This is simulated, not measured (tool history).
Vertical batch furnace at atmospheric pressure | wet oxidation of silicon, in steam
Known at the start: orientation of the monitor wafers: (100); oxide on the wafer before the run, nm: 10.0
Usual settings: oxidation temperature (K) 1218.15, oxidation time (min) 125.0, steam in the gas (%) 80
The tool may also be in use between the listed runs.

run,hour,oxidation temperature (K),oxidation time (min),steam in the gas (%),"read-back reference wafer on the same gauge, thickness",oxide thickness on the monitor wafer (Å)
1,0.0,1218.15,125.0,80,403.02,3906.5
2,56.4,1218.15,145.0,80,402.68,4391.6
3,125.9,1218.15,125.0,80,403.53,3918.9
4,181.1,1229.15,125.0,80,402.95,4287.7
5,209.3,1218.15,125.0,80,402.64,3892.0
6,262.3,1218.15,125.0,76,403.21,3761.9
7,324.5,1218.15,125.0,76,403.05,3751.1
8,366.7,1218.15,125.0,80,402.97,3918.0
9,395.1,1218.15,125.0,80,402.59,3887.1
10,506.9,1218.15,125.0,80,402.81,3878.2
11,557.2,1218.15,125.0,80,403.08,3867.2
12,616.6,1218.15,125.0,80,402.87,3888.2
13,662.7,1218.15,125.0,80,402.59,3876.6
14,722.4,1218.15,125.0,85,403.42,4052.0
15,761.2,1218.15,125.0,85,402.71,4053.0
16,786.9,1209.15,125.0,80,402.97,3558.6
17,828.3,1218.15,125.0,80,402.98,3849.0
18,864.2,1218.15,107.5,80,403.14,3451.4
# hour 894.0: gauge calibrated
19,915.9,1218.15,73.0,71,402.92,2326.0
20,987.0,1227.15,177.5,69,402.56,4801.4
# hour 1035.6: steam generator serviced
21,1036.1,1202.15,173.5,83,403.40,4655.9
22,1044.2,1240.15,100.5,85,402.51,4368.8
# hour 1073.7: thermocouples replaced and temperature profile calibrated
23,1090.2,1218.15,125.0,80,403.20,4056.4
24,1149.7,1195.15,125.0,80,403.02,3317.1
25,1191.7,1238.15,182.5,86,403.00,6505.6
26,1230.6,1197.15,125.0,84,402.78,3505.5
27,1263.0,1218.15,157.5,84,403.26,4973.0
28,1296.1,1194.15,96.0,74,402.83,2494.1
29,1357.7,1218.15,144.0,80,402.66,4504.8
30,1409.1,1225.15,141.5,80,403.00,4707.1
31,1466.0,1218.15,125.0,80,403.17,4052.7
32,1507.9,1203.15,71.5,80,403.15,2279.6
33,1538.5,1204.15,69.0,90,402.68,2472.9
34,1597.3,1218.15,125.0,80,402.78,4042.0
35,1662.3,1218.15,125.0,80,403.18,4033.0
36,1730.5,1218.15,125.0,84,402.94,4174.7
37,1786.2,1236.15,125.0,76,403.08,4504.1
38,1848.7,1218.15,125.0,80,403.16,4017.0
39,1903.5,1211.15,156.5,80,403.06,4459.3

What the log doesn't show, run by run:
true tube temperature minus thermocouple reading, K: 0 in every run
gauge reads high (%): 0 in every run
H1: steam share off its setpoint, % of the setpoint
run,H1
1,-5.83
2,-5.96
3,-6.11
4,-6.24
5,-6.3
6,-6.42
7,-6.56
8,-6.65
9,-6.72
10,-6.97
11,-7.08
12,-7.21
13,-7.32
14,-7.45
15,-7.54
16,-7.6
17,-7.69
18,-7.77
19,-7.88
20,-8.04
21,-0.767
22,-0.785
23,-0.888
24,-1.02
25,-1.12
26,-1.2
27,-1.28
28,-1.35
29,-1.49
30,-1.6
31,-1.73
32,-1.82
33,-1.89
34,-2.02
35,-2.17
36,-2.32
37,-2.45
38,-2.59
39,-2.71

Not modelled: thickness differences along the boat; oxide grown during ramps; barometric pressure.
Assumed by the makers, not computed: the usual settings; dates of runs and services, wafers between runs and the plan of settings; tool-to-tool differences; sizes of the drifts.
